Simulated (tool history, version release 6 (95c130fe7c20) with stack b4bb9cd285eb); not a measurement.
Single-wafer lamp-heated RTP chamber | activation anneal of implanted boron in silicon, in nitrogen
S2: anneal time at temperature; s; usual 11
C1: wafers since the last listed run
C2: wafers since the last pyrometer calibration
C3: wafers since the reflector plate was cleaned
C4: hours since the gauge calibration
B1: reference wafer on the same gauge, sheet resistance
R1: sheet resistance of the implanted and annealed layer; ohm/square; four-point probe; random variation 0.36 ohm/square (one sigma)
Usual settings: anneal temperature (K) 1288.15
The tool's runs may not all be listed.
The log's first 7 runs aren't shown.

{"run": 8, "hour": 337.6, "anneal temperature (K)": 1288.15, "S2": 11, "C1": 1171, "C2": 4194, "C3": 2095, "C4": 2398.6, "B1": 173.97, "R1": 207.09}
{"run": 9, "hour": 399.4, "anneal temperature (K)": 1288.15, "S2": 11, "C1": 1216, "C2": 5410, "C3": 3311, "C4": 2460.4, "B1": 174.03, "R1": 206.69}
{"run": 10, "hour": 434.1, "anneal temperature (K)": 1288.15, "S2": 11, "C1": 683, "C2": 6093, "C3": 3994, "C4": 2495.1, "B1": 174.06, "R1": 207.07}
{"hour": 475.3, "done": "pyrometer window cleaned and pyrometer calibrated"}
{"run": 11, "hour": 477.5, "anneal temperature (K)": 1288.15, "S2": 11, "C1": 696, "C2": 43, "C3": 4691, "C4": 2538.5, "B1": 174.0, "R1": 207.67}
{"hour": 479.0, "done": "gauge calibrated"}
{"run": 12, "hour": 545.9, "anneal temperature (K)": 1296.15, "S2": 11, "C1": 1346, "C2": 1389, "C3": 6037, "C4": 66.9, "B1": 173.99, "R1": 205.3}
{"run": 13, "hour": 582.8, "anneal temperature (K)": 1296.15, "S2": 11, "C1": 726, "C2": 2116, "C3": 6764, "C4": 103.8, "B1": 173.97, "R1": 205.74}
{"run": 14, "hour": 615.6, "anneal temperature (K)": 1288.15, "S2": 11, "C1": 645, "C2": 2761, "C3": 7409, "C4": 136.6, "B1": 173.95, "R1": 206.02}
{"hour": 632.3, "done": "reflector plate cleaned"}
{"run": 15, "hour": 644.1, "anneal temperature (K)": 1288.15, "S2": 11, "C1": 403, "C2": 3165, "C3": 232, "C4": 165.1, "B1": 174.0, "R1": 206.36}
{"run": 16, "hour": 685.7, "anneal temperature (K)": 1288.15, "S2": 11, "C1": 818, "C2": 3984, "C3": 1051, "C4": 206.7, "B1": 173.98, "R1": 206.24}
{"run": 17, "hour": 735.7, "anneal temperature (K)": 1301.15, "S2": 11, "C1": 984, "C2": 4968, "C3": 2035, "C4": 256.7, "B1": 173.98, "R1": 205.39}
{"run": 18, "hour": 780.6, "anneal temperature (K)": 1308.15, "S2": 11, "C1": 883, "C2": 5852, "C3": 2919, "C4": 301.6, "B1": 173.98, "R1": 204.58}
{"run": 19, "hour": 815.4, "anneal temperature (K)": 1288.15, "S2": 6, "C1": 685, "C2": 6537, "C3": 3604, "C4": 336.4, "B1": 173.89, "R1": 207.93}
{"hour": 849.2, "done": "pyrometer window cleaned and pyrometer calibrated"}
{"run": 20, "hour": 878.4, "anneal temperature (K)": 1265.15, "S2": 8, "C1": 1082, "C2": 575, "C3": 4686, "C4": 399.4, "B1": 174.0, "R1": 214.19}
{"run": 21, "hour": 937.2, "anneal temperature (K)": 1312.15, "S2": 11, "C1": 1157, "C2": 1733, "C3": 5844, "C4": 458.2, "B1": 174.03, "R1": 203.37}
{"run": 22, "hour": 997.9, "anneal temperature (K)": 1309.15, "S2": 8, "C1": 1194, "C2": 2927, "C3": 7038, "C4": 518.9, "B1": 173.97, "R1": 205.45}
{"hour": 1021.1, "done": "reflector plate cleaned"}
{"run": 23, "hour": 1033.9, "anneal temperature (K)": 1307.15, "S2": 16, "C1": 551, "C2": 3479, "C3": 252, "C4": 554.9, "B1": 174.04, "R1": 203.98}

Run 24 comes next. What will it give?
{"run": 24, "hour": 1066.5, "anneal temperature (K)": 1288.15, "S2": 11, "C1": 641, "C2": 4120, "C3": 894, "C4": 587.5, "B1": "?", "R1": "?"}

B1: 173.97
R1: 207.53 ohm/square
Without the tool's hidden state the same run would have given R1 207.70 ohm/square.
